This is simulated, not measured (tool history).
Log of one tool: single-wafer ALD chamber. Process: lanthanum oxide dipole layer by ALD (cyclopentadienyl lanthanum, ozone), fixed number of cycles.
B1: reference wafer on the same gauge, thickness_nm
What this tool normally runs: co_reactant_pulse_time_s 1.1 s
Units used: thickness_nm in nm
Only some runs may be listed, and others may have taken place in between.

Run 1, day 0: usual settings; B1 0.474. Result: thickness_nm 0.48 nm.
At day 0.475: ozone generator serviced.
Run 2, day 3.862: usual settings; B1 0.474. Result: thickness_nm 0.486 nm.
Run 3, day 6.738: usual settings; B1 0.474. Result: thickness_nm 0.487 nm.
Run 4, day 8.596: usual settings but co_reactant_pulse_time_s 0.93 s; B1 0.474. Result: thickness_nm 0.45 nm.
Run 5, day 10.362: usual settings but co_reactant_pulse_time_s 0.93 s; B1 0.474. Result: thickness_nm 0.45 nm.
Run 6, day 13.479: usual settings but co_reactant_pulse_time_s 0.93 s; B1 0.474. Result: thickness_nm 0.447 nm.
Run 7, day 16.683: usual settings; B1 0.474. Result: thickness_nm 0.484 nm.
Run 8, day 20.4: usual settings; B1 0.474. Result: thickness_nm 0.482 nm.
Run 9, day 24.758: usual settings; B1 0.474. Result: thickness_nm 0.484 nm.
Run 10, day 27.729: usual settings but co_reactant_pulse_time_s 1.23 s; B1 0.474. Result: thickness_nm 0.499 nm.
Run 11, day 30.767: usual settings but co_reactant_pulse_time_s 1.23 s; B1 0.474. Result: thickness_nm 0.497 nm.
At day 32.408: gauge calibrated.
Run 12, day 33.096: usual settings but co_reactant_pulse_time_s 1.23 s; B1 0.474. Result: thickness_nm 0.498 nm.
Run 13, day 36.604: usual settings; B1 0.474. Result: thickness_nm 0.483 nm.
Run 14, day 39.167: usual settings; B1 0.474. Result: thickness_nm 0.48 nm.
Run 15, day 40.908: usual settings; B1 0.474. Result: thickness_nm 0.48 nm.
Run 16, day 42.746: usual settings but co_reactant_pulse_time_s 0.97 s; B1 0.474. Result: thickness_nm 0.454 nm.
Run 17, day 47.2: usual settings but co_reactant_pulse_time_s 0.97 s; B1 0.474. Result: thickness_nm 0.453 nm.
At day 48.304: showerhead replaced.
At day 50.817: ozone generator serviced.
Run 18, day 51.112: usual settings but co_reactant_pulse_time_s 0.83 s; B1 0.474. Result: thickness_nm 0.427 nm.
Run 19, day 53.738: usual settings but co_reactant_pulse_time_s 1.26 s; B1 0.474. Result: thickness_nm 0.507 nm.
Run 20, day 56.025: usual settings; B1 0.474. Result: thickness_nm 0.487 nm.
Run 21, day 58.496: usual settings; B1 0.474. Result: thickness_nm 0.484 nm.
Run 22, day 61.992: usual settings but co_reactant_pulse_time_s 0.83 s; B1 0.474. Result: thickness_nm 0.421 nm.
At day 62.633: thermocouple changed; heater temperature recalibrated.
Run 23, day 64.121: usual settings but co_reactant_pulse_time_s 0.89 s; B1 0.474. Result: thickness_nm 0.439 nm.
Run 24, day 67.083: usual settings but co_reactant_pulse_time_s 1.48 s; B1 0.474. Result: thickness_nm 0.526 nm.
Run 25, day 71.496: usual settings but co_reactant_pulse_time_s 0.77 s; B1 0.474. Result: thickness_nm 0.397 nm.
Run 26, day 74.067: usual settings; B1 0.474. Result: thickness_nm 0.482 nm.
Run 27, day 77.704: usual settings but co_reactant_pulse_time_s 1.21 s; B1 0.474. Result: thickness_nm 0.497 nm.
Run 28, day 81.533: usual settings; B1 0.474. Result: thickness_nm 0.479 nm.
Run 29, day 85.875: usual settings but co_reactant_pulse_time_s 1.46 s; B1 0.474. Result: thickness_nm 0.52 nm.
Run 30, day 90.029: usual settings but co_reactant_pulse_time_s 0.73 s; B1 0.474. Result: thickness_nm 0.378 nm.
Run 31, day 91.617: usual settings but co_reactant_pulse_time_s 0.98 s; B1 0.474. Result: thickness_nm 0.454 nm.
Run 32, day 94.525: usual settings but co_reactant_pulse_time_s 0.9 s; B1 0.474. Result: thickness_nm 0.435 nm.
Run 33, day 96.212: usual settings but co_reactant_pulse_time_s 0.94 s; B1 0.474. Result: thickness_nm 0.445 nm.
At day 97.542: gauge calibrated.
Run 34, day 98.654: usual settings but co_reactant_pulse_time_s 0.97 s; B1 0.474. Result: thickness_nm 0.452 nm.
At day 100.142: ozone generator serviced.
Run 35, day 101.171: usual settings but co_reactant_pulse_time_s 0.74 s; B1 0.474. Result: thickness_nm 0.396 nm.

What was the tool's hidden state at every run in the log?
wafer temperature above the value expected at the setpoint (K): 0, the same for each run
gauge reads high (%): 0, the same for each run
H1: ozone dose above that of a generator just serviced (%)
run      H1
  1   -6.04
  2   -1.27
  3   -2.12
  4   -2.59
  5   -2.99
  6   -3.58
  7   -4.06
  8   -4.51
  9   -4.91
 10   -5.13
 11    -5.3
 12   -5.41
 13   -5.55
 14   -5.64
 15   -5.69
 16   -5.73
 17   -5.82
 18   -0.28
 19   -1.25
 20   -1.96
 21   -2.62
 22   -3.38
 23   -3.76
 24    -4.2
 25   -4.72
 26   -4.96
 27   -5.23
 28   -5.45
 29   -5.65
 30   -5.78
 31   -5.83
 32   -5.89
 33   -5.93
 34   -5.97
 35  -0.771
